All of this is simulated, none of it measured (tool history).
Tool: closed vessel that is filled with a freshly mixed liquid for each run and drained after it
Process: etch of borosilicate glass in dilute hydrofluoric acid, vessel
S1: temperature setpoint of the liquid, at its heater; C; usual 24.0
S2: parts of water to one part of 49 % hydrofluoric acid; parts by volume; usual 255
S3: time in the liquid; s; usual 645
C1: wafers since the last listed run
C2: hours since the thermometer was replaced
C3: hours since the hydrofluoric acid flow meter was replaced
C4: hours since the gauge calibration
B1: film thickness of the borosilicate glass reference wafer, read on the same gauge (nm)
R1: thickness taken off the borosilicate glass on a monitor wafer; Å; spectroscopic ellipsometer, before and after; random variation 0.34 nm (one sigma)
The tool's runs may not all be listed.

run	hour	S1	S2	S3	C1	C2	C3	C4	B1	R1
1	0.0	24.0	255	645	0	1991.6	1816.7	145.8	40.06	633.2
2	7.6	24.0	255	645	460	1999.2	1824.3	153.4	40.02	634.5
3	21.5	24.0	255	645	842	2013.1	1838.2	167.3	40.02	637.0
4	36.5	24.0	255	385	909	2028.1	1853.2	182.3	40.02	379.2
5	49.0	24.0	255	385	757	2040.6	1865.7	194.8	40.01	378.8
6	56.1	24.0	255	385	430	2047.7	1872.8	201.9	40.00	379.3
7	70.4	26.5	255	645	866	2062.0	1887.1	216.2	39.98	694.0
8	77.3	26.5	255	645	418	2068.9	1894.0	223.1	39.97	695.2
9	90.9	24.0	255	645	824	2082.5	1907.6	236.7	40.02	637.2
10	99.7	24.0	255	645	533	2091.3	1916.4	245.5	39.95	630.0
11	113.6	24.0	255	645	842	2105.2	1930.3	259.4	39.98	641.0
12	131.1	24.0	195	645	1060	2122.7	1947.8	276.9	40.05	895.1
13	145.5	24.0	195	645	872	2137.1	1962.2	291.3	40.00	880.5
# hour 153.2: gauge calibrated
14	155.6	24.0	255	645	612	2147.2	1972.3	2.4	40.03	647.8
15	165.8	24.0	255	830	618	2157.4	1982.5	12.6	39.94	818.9
16	173.8	24.0	255	645	484	2165.4	1990.5	20.6	40.00	643.3
17	185.9	24.0	335	375	733	2177.5	2002.6	32.7	40.01	263.7
18	192.7	26.5	345	275	412	2184.3	2009.4	39.5	40.05	202.7
19	204.8	24.0	255	645	733	2196.4	2021.5	51.6	40.01	647.5
20	249.5	19.0	160	645	2708	2241.1	2066.2	96.3	39.96	927.5
# hour 254.5: thermometer replaced
21	257.5	20.5	255	325	424	3.0	2074.2	104.3	39.98	286.9

Forecast run 22:
22	272.3	24.0	255	645	896	17.8	2089.0	119.1	?	?

B1: 40.02
R1: 647.5 Å
Without the tool's hidden state the same run would have given R1 570.1 Å.
